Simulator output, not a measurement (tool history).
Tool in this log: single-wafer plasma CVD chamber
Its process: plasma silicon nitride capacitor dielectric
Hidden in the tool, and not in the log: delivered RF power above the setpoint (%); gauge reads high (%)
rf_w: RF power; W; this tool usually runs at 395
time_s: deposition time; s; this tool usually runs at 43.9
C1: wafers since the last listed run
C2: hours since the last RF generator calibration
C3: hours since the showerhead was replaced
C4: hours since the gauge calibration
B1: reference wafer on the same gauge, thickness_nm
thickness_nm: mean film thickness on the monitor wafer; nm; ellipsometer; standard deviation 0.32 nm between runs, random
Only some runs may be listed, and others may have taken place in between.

Run 1, hour 0: usual settings; C1 0; C2 705.6; C3 8270.7; C4 262.6; B1 56.403. Result: thickness_nm 62.878 nm.
Run 2, hour 26.3: usual settings; C1 721; C2 731.9; C3 8297; C4 288.9; B1 56.39. Result: thickness_nm 63.194 nm.
Run 3, hour 56.5: usual settings; C1 828; C2 762.1; C3 8327.2; C4 319.1; B1 56.325. Result: thickness_nm 62.324 nm.
Run 4, hour 84.4: usual settings; C1 765; C2 790; C3 8355.1; C4 347; B1 56.373. Result: thickness_nm 62.286 nm.
Run 5, hour 117.5: usual settings; C1 908; C2 823.1; C3 8388.2; C4 380.1; B1 56.45. Result: thickness_nm 61.857 nm.
Run 6, hour 138.5: usual settings; C1 576; C2 844.1; C3 8409.2; C4 401.1; B1 56.345. Result: thickness_nm 62.337 nm.
Run 7, hour 160.4: usual settings; C1 600; C2 866; C3 8431.1; C4 423; B1 56.431. Result: thickness_nm 62.264 nm.
Run 8, hour 189: usual settings; C1 784; C2 894.6; C3 8459.7; C4 451.6; B1 56.381. Result: thickness_nm 61.541 nm.
Run 9, hour 214.6: usual settings but rf_w 420 W; C1 702; C2 920.2; C3 8485.3; C4 477.2; B1 56.502. Result: thickness_nm 64.217 nm.
Run 10, hour 249.4: usual settings; C1 954; C2 955; C3 8520.1; C4 512; B1 56.378. Result: thickness_nm 62.025 nm.
At hour 274.3: showerhead replaced.
Run 11, hour 283.2: usual settings; C1 708; C2 988.8; C3 8.9; C4 545.8; B1 56.392. Result: thickness_nm 62.263 nm.
Run 12, hour 306.4: usual settings but rf_w 430 W; C1 636; C2 1012; C3 32.1; C4 569; B1 56.354. Result: thickness_nm 64.656 nm.
Run 13, hour 330.9: usual settings but rf_w 430 W; C1 672; C2 1036.5; C3 56.6; C4 593.5; B1 56.448. Result: thickness_nm 64.686 nm.
Run 14, hour 353.9: usual settings but rf_w 430 W; C1 631; C2 1059.5; C3 79.6; C4 616.5; B1 56.456. Result: thickness_nm 64.64 nm.
Run 15, hour 387.9: usual settings but time_s 49.3 s; C1 933; C2 1093.5; C3 113.6; C4 650.5; B1 56.392. Result: thickness_nm 69.363 nm.
Run 16, hour 413.7: usual settings; C1 708; C2 1119.3; C3 139.4; C4 676.3; B1 56.503. Result: thickness_nm 61.18 nm.
Run 17, hour 446.7: usual settings but rf_w 460 W; C1 905; C2 1152.3; C3 172.4; C4 709.3; B1 56.37. Result: thickness_nm 66.514 nm.

Run 18 is up next; what results do you expect?
At hour 447.7: gauge calibrated.
Run 18, hour 479.1: usual settings but rf_w 450 W, time_s 41 s; C1 889; C2 1184.7; C3 204.8; C4 31.4; B1 ?. Result: thickness_nm ?.

Run 18 measured B1 56.375, thickness_nm 61.346 nm.
Without the tool's hidden state the same run would have given thickness_nm 63.395 nm.
